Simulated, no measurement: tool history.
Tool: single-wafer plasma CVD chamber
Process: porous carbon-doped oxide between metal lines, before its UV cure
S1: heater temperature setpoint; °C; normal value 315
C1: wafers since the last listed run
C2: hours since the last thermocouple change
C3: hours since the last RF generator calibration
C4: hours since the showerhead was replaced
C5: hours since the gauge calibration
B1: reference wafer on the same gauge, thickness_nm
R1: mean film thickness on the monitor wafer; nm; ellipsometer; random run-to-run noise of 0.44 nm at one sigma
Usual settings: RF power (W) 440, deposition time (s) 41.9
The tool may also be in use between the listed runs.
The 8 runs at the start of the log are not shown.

{"run": 9, "hour": 606.2, "S1": 315, "RF power (W)": 440, "deposition time (s)": 39.3, "C1": 3149, "C2": 2895.8, "C3": 1464.7, "C4": 3521.2, "C5": 1113.0, "B1": 214.878, "R1": 169.79}
{"hour": 706.4, "done": "showerhead replaced"}
{"run": 10, "hour": 817.8, "S1": 315, "RF power (W)": 440, "deposition time (s)": 39.3, "C1": 4131, "C2": 3107.4, "C3": 1676.3, "C4": 111.4, "C5": 1324.6, "B1": 215.083, "R1": 169.223}
{"run": 11, "hour": 849.2, "S1": 315, "RF power (W)": 440, "deposition time (s)": 47.4, "C1": 637, "C2": 3138.8, "C3": 1707.7, "C4": 142.8, "C5": 1356.0, "B1": 215.13, "R1": 203.127}
{"run": 12, "hour": 901.8, "S1": 315, "RF power (W)": 440, "deposition time (s)": 41.9, "C1": 1067, "C2": 3191.4, "C3": 1760.3, "C4": 195.4, "C5": 1408.6, "B1": 215.111, "R1": 179.631}
{"run": 13, "hour": 954.7, "S1": 315, "RF power (W)": 440, "deposition time (s)": 41.9, "C1": 1073, "C2": 3244.3, "C3": 1813.2, "C4": 248.3, "C5": 1461.5, "B1": 215.034, "R1": 178.892}
{"run": 14, "hour": 1020.2, "S1": 315, "RF power (W)": 440, "deposition time (s)": 41.9, "C1": 1329, "C2": 3309.8, "C3": 1878.7, "C4": 313.8, "C5": 1527.0, "B1": 214.669, "R1": 178.803}
{"run": 15, "hour": 1059.3, "S1": 309, "RF power (W)": 440, "deposition time (s)": 41.9, "C1": 793, "C2": 3348.9, "C3": 1917.8, "C4": 352.9, "C5": 1566.1, "B1": 215.072, "R1": 183.922}
{"run": 16, "hour": 1087.8, "S1": 315, "RF power (W)": 440, "deposition time (s)": 41.9, "C1": 578, "C2": 3377.4, "C3": 1946.3, "C4": 381.4, "C5": 1594.6, "B1": 214.948, "R1": 178.581}
{"hour": 1106.5, "done": "thermocouple changed; heater temperature recalibrated"}
{"run": 17, "hour": 1126.9, "S1": 303, "RF power (W)": 470, "deposition time (s)": 39.3, "C1": 631, "C2": 20.4, "C3": 1985.4, "C4": 420.5, "C5": 1633.7, "B1": 215.079, "R1": 189.04}
{"run": 18, "hour": 1159.5, "S1": 310, "RF power (W)": 390, "deposition time (s)": 47.5, "C1": 661, "C2": 53.0, "C3": 2018.0, "C4": 453.1, "C5": 1666.3, "B1": 215.11, "R1": 191.167}
{"hour": 1201.5, "done": "RF generator calibrated"}
{"hour": 1250.6, "done": "gauge calibrated"}
{"run": 19, "hour": 1324.0, "S1": 315, "RF power (W)": 480, "deposition time (s)": 33.9, "C1": 3175, "C2": 217.5, "C3": 122.5, "C4": 617.6, "C5": 73.4, "B1": 214.875, "R1": 161.069}
{"run": 20, "hour": 1370.2, "S1": 315, "RF power (W)": 440, "deposition time (s)": 36.7, "C1": 937, "C2": 263.7, "C3": 168.7, "C4": 663.8, "C5": 119.6, "B1": 215.094, "R1": 163.748}
{"run": 21, "hour": 1427.9, "S1": 330, "RF power (W)": 380, "deposition time (s)": 48.0, "C1": 1170, "C2": 321.4, "C3": 226.4, "C4": 721.5, "C5": 177.3, "B1": 215.273, "R1": 178.206}
{"run": 22, "hour": 1518.5, "S1": 319, "RF power (W)": 400, "deposition time (s)": 47.6, "C1": 1838, "C2": 412.0, "C3": 317.0, "C4": 812.1, "C5": 267.9, "B1": 214.905, "R1": 192.78}
{"run": 23, "hour": 1557.6, "S1": 315, "RF power (W)": 440, "deposition time (s)": 41.9, "C1": 793, "C2": 451.1, "C3": 356.1, "C4": 851.2, "C5": 307.0, "B1": 215.074, "R1": 185.236}
{"run": 24, "hour": 1600.9, "S1": 315, "RF power (W)": 500, "deposition time (s)": 47.1, "C1": 878, "C2": 494.4, "C3": 399.4, "C4": 894.5, "C5": 350.3, "B1": 215.331, "R1": 225.575}
{"run": 25, "hour": 1662.7, "S1": 309, "RF power (W)": 440, "deposition time (s)": 41.9, "C1": 1253, "C2": 556.2, "C3": 461.2, "C4": 956.3, "C5": 412.1, "B1": 215.22, "R1": 190.152}
{"run": 26, "hour": 1719.6, "S1": 315, "RF power (W)": 410, "deposition time (s)": 48.8, "C1": 1154, "C2": 613.1, "C3": 518.1, "C4": 1013.2, "C5": 469.0, "B1": 215.161, "R1": 203.518}
{"run": 27, "hour": 1865.1, "S1": 301, "RF power (W)": 440, "deposition time (s)": 41.9, "C1": 2952, "C2": 758.6, "C3": 663.6, "C4": 1158.7, "C5": 614.5, "B1": 214.998, "R1": 196.424}
{"run": 28, "hour": 1933.0, "S1": 303, "RF power (W)": 440, "deposition time (s)": 41.9, "C1": 1377, "C2": 826.5, "C3": 731.5, "C4": 1226.6, "C5": 682.4, "B1": 214.915, "R1": 194.63}
{"run": 29, "hour": 2001.4, "S1": 315, "RF power (W)": 440, "deposition time (s)": 36.7, "C1": 1387, "C2": 894.9, "C3": 799.9, "C4": 1295.0, "C5": 750.8, "B1": 214.976, "R1": 161.682}
{"run": 30, "hour": 2051.4, "S1": 315, "RF power (W)": 440, "deposition time (s)": 35.8, "C1": 1014, "C2": 944.9, "C3": 849.9, "C4": 1345.0, "C5": 800.8, "B1": 215.143, "R1": 157.782}
{"run": 31, "hour": 2108.9, "S1": 323, "RF power (W)": 395, "deposition time (s)": 38.7, "C1": 1166, "C2": 1002.4, "C3": 907.4, "C4": 1402.5, "C5": 858.3, "B1": 215.145, "R1": 151.032}
{"run": 32, "hour": 2148.7, "S1": 315, "RF power (W)": 440, "deposition time (s)": 41.9, "C1": 807, "C2": 1042.2, "C3": 947.2, "C4": 1442.3, "C5": 898.1, "B1": 215.101, "R1": 182.883}

Alternative continuations, all from the tool just after run 32; predict every row:
{"run": "A", "hour": 2149.1, "S1": 315, "RF power (W)": 365, "deposition time (s)": 41.9, "C1": 8, "C2": 1042.6, "C3": 947.6, "C4": 1442.7, "C5": 898.5, "B1": "?", "R1": "?"}
{"run": "B", "hour": 2149.1, "S1": 315, "RF power (W)": 390, "deposition time (s)": 50.1, "C1": 8, "C2": 1042.6, "C3": 947.6, "C4": 1442.7, "C5": 898.5, "B1": "?", "R1": "?"}
{"run": "C", "hour": 2149.1, "S1": 307, "RF power (W)": 355, "deposition time (s)": 46.0, "C1": 8, "C2": 1042.6, "C3": 947.6, "C4": 1442.7, "C5": 898.5, "B1": "?", "R1": "?"}
{"run": "D", "hour": 2149.1, "S1": 308, "RF power (W)": 375, "deposition time (s)": 45.3, "C1": 8, "C2": 1042.6, "C3": 947.6, "C4": 1442.7, "C5": 898.5, "B1": "?", "R1": "?"}

run=A B1=214.937 R1=159.586
run=B B1=214.937 R1=199.799
run=C B1=214.937 R1=177.587
run=D B1=214.937 R1=181.515
Stripped of hidden state, with their random variation kept, the same runs would have yielded:
run=A R1=163.136
run=B R1=204.192
run=C R1=181.655
run=D R1=185.641
